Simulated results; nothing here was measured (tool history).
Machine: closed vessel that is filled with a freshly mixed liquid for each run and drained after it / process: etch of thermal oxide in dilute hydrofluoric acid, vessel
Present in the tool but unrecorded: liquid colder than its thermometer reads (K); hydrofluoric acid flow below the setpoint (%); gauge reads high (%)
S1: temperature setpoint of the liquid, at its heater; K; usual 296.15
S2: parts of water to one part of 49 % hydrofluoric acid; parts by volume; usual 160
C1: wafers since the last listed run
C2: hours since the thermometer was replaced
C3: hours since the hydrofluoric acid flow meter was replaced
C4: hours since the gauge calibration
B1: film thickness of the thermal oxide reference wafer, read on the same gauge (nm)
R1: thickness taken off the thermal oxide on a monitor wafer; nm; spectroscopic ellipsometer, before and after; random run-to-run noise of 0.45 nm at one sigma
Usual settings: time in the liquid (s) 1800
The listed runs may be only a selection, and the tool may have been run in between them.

run 1 hour=0.0 | S1=296.15 S2=125 time_in_the_liquid_(s)=1800 | C1=0 C2=1688.0 C3=1542.6 C4=692.2 | B1=140.02 | R1=55.34
run 2 hour=21.8 | S1=296.15 S2=160 time_in_the_liquid_(s)=1800 | C1=554 C2=1709.8 C3=1564.4 C4=714.0 | B1=139.98 | R1=41.20
run 3 hour=52.7 | S1=296.15 S2=160 time_in_the_liquid_(s)=1800 | C1=785 C2=1740.7 C3=1595.3 C4=744.9 | B1=140.01 | R1=40.76
run 4 hour=86.2 | S1=296.15 S2=160 time_in_the_liquid_(s)=1800 | C1=851 C2=1774.2 C3=1628.8 C4=778.4 | B1=140.01 | R1=40.71
run 5 hour=116.4 | S1=296.15 S2=160 time_in_the_liquid_(s)=1085 | C1=768 C2=1804.4 C3=1659.0 C4=808.6 | B1=140.04 | R1=24.57
run 6 hour=131.4 | S1=296.15 S2=160 time_in_the_liquid_(s)=1085 | C1=381 C2=1819.4 C3=1674.0 C4=823.6 | B1=140.00 | R1=23.77
run 7 hour=144.6 | S1=296.15 S2=160 time_in_the_liquid_(s)=1800 | C1=335 C2=1832.6 C3=1687.2 C4=836.8 | B1=139.98 | R1=40.16
run 8 hour=168.3 | S1=296.15 S2=160 time_in_the_liquid_(s)=1800 | C1=602 C2=1856.3 C3=1710.9 C4=860.5 | B1=139.98 | R1=40.99
-- hour=199.9 gauge calibrated
run 9 hour=202.7 | S1=296.15 S2=160 time_in_the_liquid_(s)=1800 | C1=874 C2=1890.7 C3=1745.3 C4=2.8 | B1=140.01 | R1=39.23
run 10 hour=215.7 | S1=296.15 S2=220 time_in_the_liquid_(s)=2590 | C1=330 C2=1903.7 C3=1758.3 C4=15.8 | B1=140.00 | R1=39.27
run 11 hour=251.4 | S1=296.15 S2=220 time_in_the_liquid_(s)=2590 | C1=907 C2=1939.4 C3=1794.0 C4=51.5 | B1=140.01 | R1=38.67
run 12 hour=268.1 | S1=296.15 S2=210 time_in_the_liquid_(s)=1800 | C1=424 C2=1956.1 C3=1810.7 C4=68.2 | B1=140.04 | R1=28.68
-- hour=270.2 thermometer replaced
run 13 hour=287.9 | S1=296.15 S2=160 time_in_the_liquid_(s)=2230 | C1=478 C2=17.7 C3=1830.5 C4=88.0 | B1=139.99 | R1=49.64
run 14 hour=321.1 | S1=296.15 S2=160 time_in_the_liquid_(s)=1800 | C1=844 C2=50.9 C3=1863.7 C4=121.2 | B1=140.00 | R1=40.04
run 15 hour=341.8 | S1=296.15 S2=195 time_in_the_liquid_(s)=1305 | C1=526 C2=71.6 C3=1884.4 C4=141.9 | B1=140.00 | R1=22.76
run 16 hour=372.8 | S1=297.65 S2=160 time_in_the_liquid_(s)=1800 | C1=788 C2=102.6 C3=1915.4 C4=172.9 | B1=139.99 | R1=42.13
run 17 hour=407.6 | S1=296.15 S2=125 time_in_the_liquid_(s)=1470 | C1=885 C2=137.4 C3=1950.2 C4=207.7 | B1=139.97 | R1=43.01
run 18 hour=441.7 | S1=299.65 S2=160 time_in_the_liquid_(s)=1220 | C1=867 C2=171.5 C3=1984.3 C4=241.8 | B1=140.01 | R1=30.12
run 19 hour=460.6 | S1=296.15 S2=160 time_in_the_liquid_(s)=1800 | C1=480 C2=190.4 C3=2003.2 C4=260.7 | B1=139.98 | R1=39.10
run 20 hour=493.9 | S1=296.15 S2=135 time_in_the_liquid_(s)=2100 | C1=846 C2=223.7 C3=2036.5 C4=294.0 | B1=140.01 | R1=56.07
run 21 hour=523.9 | S1=296.15 S2=225 time_in_the_liquid_(s)=2440 | C1=762 C2=253.7 C3=2066.5 C4=324.0 | B1=140.00 | R1=35.25
run 22 hour=558.5 | S1=296.15 S2=160 time_in_the_liquid_(s)=2770 | C1=879 C2=288.3 C3=2101.1 C4=358.6 | B1=139.99 | R1=60.76
run 23 hour=584.8 | S1=292.65 S2=220 time_in_the_liquid_(s)=1800 | C1=668 C2=314.6 C3=2127.4 C4=384.9 | B1=139.99 | R1=23.08
run 24 hour=625.8 | S1=296.15 S2=190 time_in_the_liquid_(s)=1270 | C1=1042 C2=355.6 C3=2168.4 C4=425.9 | B1=140.00 | R1=22.25
-- hour=630.1 hydrofluoric acid flow meter replaced
run 25 hour=644.2 | S1=293.15 S2=110 time_in_the_liquid_(s)=1800 | C1=442 C2=374.0 C3=14.1 C4=444.3 | B1=140.00 | R1=61.58
run 26 hour=676.2 | S1=299.65 S2=160 time_in_the_liquid_(s)=780 | C1=813 C2=406.0 C3=46.1 C4=476.3 | B1=140.00 | R1=22.81
run 27 hour=695.6 | S1=296.15 S2=160 time_in_the_liquid_(s)=1800 | C1=493 C2=425.4 C3=65.5 C4=495.7 | B1=140.00 | R1=46.19
run 28 hour=712.2 | S1=296.15 S2=160 time_in_the_liquid_(s)=1800 | C1=422 C2=442.0 C3=82.1 C4=512.3 | B1=139.98 | R1=45.32
run 29 hour=735.5 | S1=301.15 S2=200 time_in_the_liquid_(s)=2695 | C1=592 C2=465.3 C3=105.4 C4=535.6 | B1=139.99 | R1=63.65
run 30 hour=764.6 | S1=296.15 S2=160 time_in_the_liquid_(s)=1800 | C1=740 C2=494.4 C3=134.5 C4=564.7 | B1=140.02 | R1=45.20
run 31 hour=790.0 | S1=298.15 S2=85 time_in_the_liquid_(s)=1530 | C1=645 C2=519.8 C3=159.9 C4=590.1 | B1=140.01 | R1=85.60
run 32 hour=813.7 | S1=296.15 S2=100 time_in_the_liquid_(s)=1800 | C1=602 C2=543.5 C3=183.6 C4=613.8 | B1=139.98 | R1=78.36
run 33 hour=848.0 | S1=299.65 S2=160 time_in_the_liquid_(s)=2815 | C1=872 C2=577.8 C3=217.9 C4=648.1 | B1=139.99 | R1=80.94
run 34 hour=861.3 | S1=296.15 S2=160 time_in_the_liquid_(s)=1425 | C1=338 C2=591.1 C3=231.2 C4=661.4 | B1=139.99 | R1=35.69

Exercise: give the hidden state of the tool at every run:
liquid colder than its thermometer reads (K): 0 at every run
gauge reads high (%): 0 at every run
H1: hydrofluoric acid flow below the setpoint (%)
run=1 H1=9.58
run=2 H1=9.7
run=3 H1=9.87
run=4 H1=10.1
run=5 H1=10.2
run=6 H1=10.3
run=7 H1=10.4
run=8 H1=10.5
run=9 H1=10.7
run=10 H1=10.8
run=11 H1=11
run=12 H1=11
run=13 H1=11.2
run=14 H1=11.3
run=15 H1=11.5
run=16 H1=11.6
run=17 H1=11.8
run=18 H1=12
run=19 H1=12.1
run=20 H1=12.3
run=21 H1=12.4
run=22 H1=12.6
run=23 H1=12.8
run=24 H1=13
run=25 H1=0.203
run=26 H1=0.378
run=27 H1=0.484
run=28 H1=0.575
run=29 H1=0.702
run=30 H1=0.862
run=31 H1=1
run=32 H1=1.13
run=33 H1=1.32
run=34 H1=1.39
